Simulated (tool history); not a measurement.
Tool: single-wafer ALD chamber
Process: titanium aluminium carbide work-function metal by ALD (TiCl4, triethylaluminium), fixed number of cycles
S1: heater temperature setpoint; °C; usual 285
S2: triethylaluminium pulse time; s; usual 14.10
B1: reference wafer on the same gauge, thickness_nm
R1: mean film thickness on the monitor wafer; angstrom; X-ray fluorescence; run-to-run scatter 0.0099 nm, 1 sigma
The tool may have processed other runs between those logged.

run 1 hour=0.0 | S1=276 S2=14.10 | B1=1.586 | R1=17.12
run 2 hour=69.7 | S1=276 S2=14.10 | B1=1.585 | R1=16.91
run 3 hour=99.9 | S1=285 S2=11.74 | B1=1.585 | R1=17.44
run 4 hour=144.3 | S1=285 S2=11.74 | B1=1.581 | R1=17.58
run 5 hour=169.5 | S1=280 S2=14.10 | B1=1.579 | R1=17.48
run 6 hour=232.6 | S1=280 S2=14.10 | B1=1.579 | R1=17.15
run 7 hour=278.4 | S1=285 S2=14.10 | B1=1.574 | R1=17.57
run 8 hour=310.5 | S1=285 S2=14.10 | B1=1.573 | R1=17.60
run 9 hour=366.4 | S1=285 S2=14.10 | B1=1.570 | R1=17.73
run 10 hour=417.1 | S1=274 S2=14.10 | B1=1.568 | R1=16.64
run 11 hour=446.9 | S1=274 S2=14.10 | B1=1.566 | R1=16.55
run 12 hour=507.1 | S1=285 S2=14.10 | B1=1.562 | R1=17.53
run 13 hour=547.8 | S1=285 S2=14.10 | B1=1.607 | R1=18.10
run 14 hour=596.9 | S1=285 S2=14.10 | B1=1.604 | R1=18.03
run 15 hour=640.9 | S1=285 S2=14.10 | B1=1.607 | R1=18.05
run 16 hour=702.0 | S1=285 S2=14.10 | B1=1.604 | R1=17.93
run 17 hour=728.9 | S1=285 S2=14.10 | B1=1.603 | R1=17.96
run 18 hour=775.0 | S1=299 S2=8.64 | B1=1.603 | R1=18.16
run 19 hour=814.4 | S1=285 S2=18.62 | B1=1.601 | R1=18.15
run 20 hour=847.8 | S1=280 S2=14.10 | B1=1.603 | R1=17.62
run 21 hour=896.7 | S1=272 S2=10.23 | B1=1.600 | R1=16.24
run 22 hour=954.9 | S1=285 S2=14.10 | B1=1.602 | R1=18.07
run 23 hour=1003.9 | S1=277 S2=11.55 | B1=1.598 | R1=16.96
run 24 hour=1041.1 | S1=279 S2=18.46 | B1=1.597 | R1=17.48
run 25 hour=1070.8 | S1=285 S2=14.10 | B1=1.597 | R1=17.90
run 26 hour=1118.4 | S1=280 S2=16.42 | B1=1.594 | R1=17.56
run 27 hour=1170.6 | S1=294 S2=14.10 | B1=1.595 | R1=18.68
run 28 hour=1238.1 | S1=279 S2=14.10 | B1=1.591 | R1=17.44
run 29 hour=1273.7 | S1=276 S2=14.10 | B1=1.590 | R1=16.83
run 30 hour=1302.8 | S1=285 S2=12.24 | B1=1.588 | R1=17.69
run 31 hour=1329.3 | S1=280 S2=14.10 | B1=1.587 | R1=17.28
run 32 hour=1378.8 | S1=297 S2=19.70 | B1=1.585 | R1=19.10
run 33 hour=1434.0 | S1=285 S2=14.10 | B1=1.580 | R1=17.78

Not shown: 4 entries that the log had between the listed runs. Between which runs, and how does the tool's hidden state differ before and after?
Runs 12 to 13: gauge calibrated (hour 545.7)
  gauge reads high (%): -2.42 -> 0.296
  the result without the hidden state subtracted from the measured one, R1: -0.44 -> +0.05 angstrom
Runs 17 to 18: showerhead replaced (hour 760.1); thermocouple changed; heater temperature recalibrated (hour 765.0)
  gauge reads high (%): 0.235 -> 0.201
  the result without the hidden state subtracted from the measured one, R1: +0.04 -> +0.03 angstrom
Runs 20 to 21: triethylaluminium bottle replaced (hour 859.8)
  gauge reads high (%): 0.131 -> 0.0733
  the result without the hidden state subtracted from the measured one, R1: +0.02 -> +0.01 angstrom
